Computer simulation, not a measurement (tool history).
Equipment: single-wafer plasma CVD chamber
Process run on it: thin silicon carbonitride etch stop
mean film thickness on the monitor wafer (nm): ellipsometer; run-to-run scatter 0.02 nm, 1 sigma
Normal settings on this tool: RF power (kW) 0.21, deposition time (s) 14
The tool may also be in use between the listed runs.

run     day  RF power (kW)  deposition time (s)  wafers since the last listed run  hours since the last thermocouple change  hours since the last RF generator calibration  hours since the showerhead was replaced  hours since the gauge calibration  read-back reference wafer on the same gauge, thickness_nm  mean film thickness on the monitor wafer (nm)
  1       0           0.21                   14                                 0                                    1046.8                                          832.6                                   4107.2                              160.6                                                      8.007                                          8.639
  2   1.271           0.21                   14                               646                                    1077.3                                          863.1                                   4137.7                              191.1                                                      8.009                                          8.656
  3   2.662           0.21                   14                               708                                    1110.7                                          896.5                                   4171.1                              224.5                                                      8.004                                          8.623
  4   3.279           0.21                   14                               313                                    1125.5                                          911.3                                   4185.9                              239.3                                                      8.006                                           8.61
  5   4.638           0.21                   14                               691                                    1158.1                                          943.9                                   4218.5                              271.9                                                      8.012                                          8.608
      5.362  -- gauge calibrated
  6   5.925           0.22                   14                               655                                      1189                                          974.8                                   4249.4                               13.5                                                      8.009                                           8.77
  7   6.917           0.22                   14                               504                                    1212.8                                          998.6                                   4273.2                               37.3                                                      8.009                                          8.798
      7.925  -- showerhead replaced
  8   8.104          0.195                   14                               434                                    1241.3                                         1027.1                                      4.3                               65.8                                                      8.003                                          8.285
      8.712  -- thermocouple changed; heater temperature recalibrated
  9   9.112          0.175                 14.9                               343                                       9.6                                         1051.3                                     28.5                                 90                                                      8.015                                          8.331
 10  10.508           0.21                 15.3                               710                                      43.1                                         1084.8                                       62                              123.5                                                      8.014                                          9.351
 11  11.767           0.21                   14                               640                                      73.3                                           1115                                     92.2                              153.7                                                      8.012                                          8.518
     12.658  -- RF generator calibrated
 12  12.679          0.235                 12.9                               294                                      95.2                                            0.5                                    114.1                              175.6                                                      8.008                                          8.506
 13  12.883           0.21                   14                               103                                     100.1                                            5.4                                      119                              180.5                                                      8.013                                          8.825
     15.075  -- gauge calibrated
 14  15.846           0.21                   14                              1507                                     171.2                                           76.5                                    190.1                               18.5                                                      8.009                                          8.821

Some steps in mean film thickness on the monitor wafer (nm), run to run, broken into two amounts with sign: the step expected even without the hidden condition (settings, incoming material, random variation), and the rest, left for the hidden condition together with whatever gauge scatter is not in both the measured and the hidden-condition-free result:
Hidden state at play: wafer temperature above the value expected at the setpoint (K); delivered RF power above the setpoint (%); gauge reads high (%).
Run 9 -> 10: RF power (kW) 0.175 -> 0.21, deposition time (s) 14.9 -> 15.3. mean film thickness on the monitor wafer (nm) +1.02: hidden state -0.045, all else +1.065.
Run 11 -> 12: RF power (kW) 0.21 -> 0.235, deposition time (s) 14 -> 12.9, RF generator calibrated. mean film thickness on the monitor wafer (nm) -0.012: hidden state +0.259, all else -0.271.
